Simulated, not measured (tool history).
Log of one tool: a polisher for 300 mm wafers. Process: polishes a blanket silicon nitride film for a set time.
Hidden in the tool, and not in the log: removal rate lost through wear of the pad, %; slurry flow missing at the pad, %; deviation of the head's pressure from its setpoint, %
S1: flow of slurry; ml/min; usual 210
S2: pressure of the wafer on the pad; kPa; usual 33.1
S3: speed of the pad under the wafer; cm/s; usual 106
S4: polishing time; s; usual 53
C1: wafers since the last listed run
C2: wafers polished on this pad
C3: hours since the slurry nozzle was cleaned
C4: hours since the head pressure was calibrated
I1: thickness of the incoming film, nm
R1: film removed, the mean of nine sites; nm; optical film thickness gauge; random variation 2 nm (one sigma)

run,day,S1,S2,S3,S4,C1,C2,C3,C4,I1,R1
1,0,210,33.1,106,40,0,4985,901.1,19.3,568.4,99.5
# day 0.854: slurry nozzle cleaned
2,2.425,210,33.1,106,53,631,5616,37.7,77.5,561.2,129.9
3,5.358,210,33.1,106,53,777,6394,108.1,147.9,569,123.5
# day 12.433: worn pad replaced by a new one
4,18.108,210,33.1,92,53,3334,1503,414.1,453.9,562.5,120.7
5,21.271,210,33.1,106,53,838,2341,490,529.8,562.5,129.4
6,23.429,210,33.1,106,53,571,2913,541.8,581.6,556.2,127.6
7,26.4,210,33.1,106,53,787,3700,613.1,652.9,564.9,123.9
# day 28.371: head pressure recalibrated
8,31.55,210,33.1,106,53,1342,5043,736.7,76.3,561.6,133.1
9,34.05,210,39.3,106,53,662,5706,796.7,136.3,550.6,146.7
# day 35.825: slurry nozzle cleaned
10,36.912,210,39.3,106,53,747,6453,26.1,205,566.9,151.1
11,40.092,210,33.1,106,53,842,7296,102.4,281.3,559,120.7
# day 43.046: worn pad replaced by a new one
12,43.696,210,33.1,106,53,910,171,188.9,367.8,561.1,129.5
13,46.604,210,33.1,106,53,770,942,258.7,437.6,563.6,128.9
14,50.112,210,33.1,106,53,929,1872,342.9,521.8,568,128.9
15,54.358,210,23.4,106,53,1125,2997,444.8,623.7,558.6,89.9
16,58.054,250,33.1,106,53,979,3976,533.5,712.4,549.4,127.5
17,61.075,210,38.6,106,39,800,4777,606,784.9,567.3,104.8
# day 61.571: head pressure recalibrated
18,63.012,210,33.1,106,53,491,5268,652.5,34.6,562.4,131.3
19,64.65,210,38.6,90,53,433,5702,691.8,73.9,563.6,135.6
20,66.346,240,33.1,106,53,449,6152,732.5,114.6,558.1,128.4
# day 70.954: worn pad replaced by a new one
# day 73.162: slurry nozzle cleaned
21,78.083,210,33.1,90,53,3055,1877,118.1,396.3,557.8,113.6
22,79.971,210,33.1,106,53,500,2378,163.4,441.6,558.7,128.3
23,84.312,150,39.3,76,53,1150,3528,267.6,545.8,557.9,111.2
24,87.225,235,23.4,106,53,771,4300,337.5,615.7,564.8,88.2
25,90.242,210,25.5,136,53,799,5099,409.9,688.1,567.1,111.7
# day 91.85: head pressure recalibrated
26,93.696,210,33.1,106,53,893,5993,492.8,44.3,566.5,124.5
27,97.2,250,33.1,94,53,928,6921,576.9,128.4,560.3,115.2
28,99.396,210,41.4,122,37,581,7503,629.6,181.1,557.7,112.8
# day 102.442: worn pad replaced by a new one
29,102.462,250,33.1,94,53,768,5,703.2,254.7,571.9,125
30,105.546,265,38.6,106,61,817,822,777.2,328.7,568.9,182.5
# day 106.383: slurry nozzle cleaned
31,109.125,210,26.9,106,53,937,1760,65.8,414.6,566.7,102
32,113.121,275,36.5,96,53,1058,2819,161.7,510.5,564.7,133.4
33,117.062,210,33.1,106,53,1044,3863,256.3,605.1,555.2,122
34,119.5,210,33.1,106,53,645,4509,314.8,663.6,568.6,120.7
35,122.775,210,33.1,106,53,867,5377,393.4,742.2,558.9,117.8
# day 123.029: head pressure recalibrated
36,126.275,160,27.6,86,68,905,6283,477.4,77.9,557.6,114.9
37,129.096,260,33.1,124,53,747,7030,545.1,145.6,558.7,142.8

3 ways to go on from here, each from the tool as it stands after run 37. What would each give?
A,129.112,210,40,106,53,4,7035,545.5,146,564.3,?
B,129.112,245,29.6,144,38,4,7035,545.5,146,564.3,?
C,129.112,210,36.5,138,53,4,7035,545.5,146,564.3,?

run,R1
A,149.9
B,100.4
C,164.3
Without the tool's hidden state the same runs would have given:
run,R1
A,175
B,117.2
C,191.8

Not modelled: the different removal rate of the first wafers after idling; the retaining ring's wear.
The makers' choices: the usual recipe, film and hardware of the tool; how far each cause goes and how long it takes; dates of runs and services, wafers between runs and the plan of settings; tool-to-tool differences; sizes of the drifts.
